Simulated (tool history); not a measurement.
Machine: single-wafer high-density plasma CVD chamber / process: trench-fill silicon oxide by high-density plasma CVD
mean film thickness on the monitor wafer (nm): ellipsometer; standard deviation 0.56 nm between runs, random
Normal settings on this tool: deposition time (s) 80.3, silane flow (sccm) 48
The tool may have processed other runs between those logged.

run	hour	deposition time (s)	silane flow (sccm)	wafers since the last listed run	hours since the silane flow controller was replaced	hours since the gauge calibration	read-back reference wafer on the same gauge, thickness_nm	mean film thickness on the monitor wafer (nm)
1	0.0	80.3	48	0	4144.9	60.5	344.168	376.128
2	7.7	80.3	48	88	4152.6	68.2	343.986	375.055
3	18.3	80.3	48	121	4163.2	78.8	344.009	375.539
4	29.9	80.3	48	132	4174.8	90.4	343.899	375.792
5	37.3	80.3	48	84	4182.2	97.8	344.016	375.823
6	52.2	80.3	48	170	4197.1	112.7	344.000	375.613
# hour 53.5: gauge calibrated
# hour 76.1: silane flow controller replaced
7	76.6	80.3	45	187	0.5	23.1	343.987	352.013
8	82.3	73.2	54	65	6.2	28.8	343.957	384.891
9	92.8	80.3	48	120	16.7	39.3	343.883	376.172
10	109.9	80.3	57	195	33.8	56.4	344.062	446.940
11	118.7	80.3	48	100	42.6	65.2	343.948	375.533
12	124.8	88.5	44	69	48.7	71.3	344.088	379.306
13	134.3	80.3	48	108	58.2	80.8	343.979	376.456
14	142.3	89.1	55	91	66.2	88.8	344.080	478.484

Branching from run 14: 4 alternative next runs. What would each branch give?
A	142.7	80.3	54	4	66.6	89.2	?	?
B	142.7	80.3	51	4	66.6	89.2	?	?
C	142.7	69.5	57	4	66.6	89.2	?	?
D	142.7	80.3	53	4	66.6	89.2	?	?

run	read-back reference wafer on the same gauge, thickness_nm	mean film thickness on the monitor wafer (nm)
A	344.079	421.177
B	344.079	397.778
C	344.079	384.782
D	344.079	413.377
Without the tool's unlogged condition, the same runs would have read:
run	mean film thickness on the monitor wafer (nm)
A	421.177
B	397.778
C	384.782
D	413.377
